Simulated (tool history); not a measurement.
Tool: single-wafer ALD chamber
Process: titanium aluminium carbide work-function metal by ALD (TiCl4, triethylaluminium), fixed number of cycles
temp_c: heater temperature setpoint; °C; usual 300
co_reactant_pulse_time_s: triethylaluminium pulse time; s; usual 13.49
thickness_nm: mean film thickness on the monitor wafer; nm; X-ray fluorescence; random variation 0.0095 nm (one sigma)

run	day	temp_c	co_reactant_pulse_time_s	wafers since the last listed run	hours since the last thermocouple change	hours since the last triethylaluminium bottle change	hours since the showerhead was replaced	hours since the gauge calibration	read-back reference wafer on the same gauge, thickness_nm	thickness_nm
1	0.000	300	10.07	0	375.1	1073.3	3153.0	1428.8	2.338	2.003
2	2.833	300	10.07	615	443.1	1141.3	3221.0	1496.8	2.339	2.006
3	7.292	304	13.49	968	550.1	1248.3	3328.0	1603.8	2.341	2.065
4	15.183	304	13.49	1715	739.5	1437.7	3517.4	1793.2	2.341	2.075
5	19.117	300	15.46	854	833.9	1532.1	3611.8	1887.6	2.339	2.053
# day 21.371: triethylaluminium bottle replaced
6	22.542	300	15.46	671	916.1	28.1	3694.0	1969.8	2.340	2.061
7	24.279	300	15.46	377	957.8	69.8	3735.7	2011.5	2.341	2.035
8	28.575	288	12.26	933	1060.9	172.9	3838.8	2114.6	2.337	1.936
9	32.346	288	12.26	819	1151.4	263.4	3929.3	2205.1	2.340	1.938
10	35.633	288	12.26	714	1230.3	342.3	4008.2	2284.0	2.339	1.939
11	39.846	300	13.49	915	1331.4	443.4	4109.3	2385.1	2.340	2.035
12	42.254	300	13.49	523	1389.2	501.2	4167.1	2442.9	2.339	2.043
13	45.371	300	13.49	677	1464.0	576.0	4241.9	2517.7	2.341	2.037
14	47.650	300	13.49	495	1518.7	630.7	4296.6	2572.4	2.342	2.029
15	49.883	300	13.49	485	1572.3	684.3	4350.2	2626.0	2.339	2.037
16	53.821	300	13.49	855	1666.8	778.8	4444.7	2720.5	2.339	2.020
17	56.533	300	9.22	589	1731.9	843.9	4509.8	2785.6	2.344	1.972
18	60.308	296	18.23	820	1822.5	934.5	4600.4	2876.2	2.341	2.012
# day 60.967: thermocouple changed; heater temperature recalibrated
# day 62.742: showerhead replaced
19	63.121	291	9.14	466	51.7	1002.0	9.1	2943.7	2.338	1.926

Run 20 comes next. What will it give?
20	65.754	294	8.60	572	114.9	1065.2	72.3	3006.9	?	?

read-back reference wafer on the same gauge, thickness_nm: 2.341
thickness_nm: 1.949 nm
Without the tool's hidden state the same run would have given thickness_nm 1.954 nm.
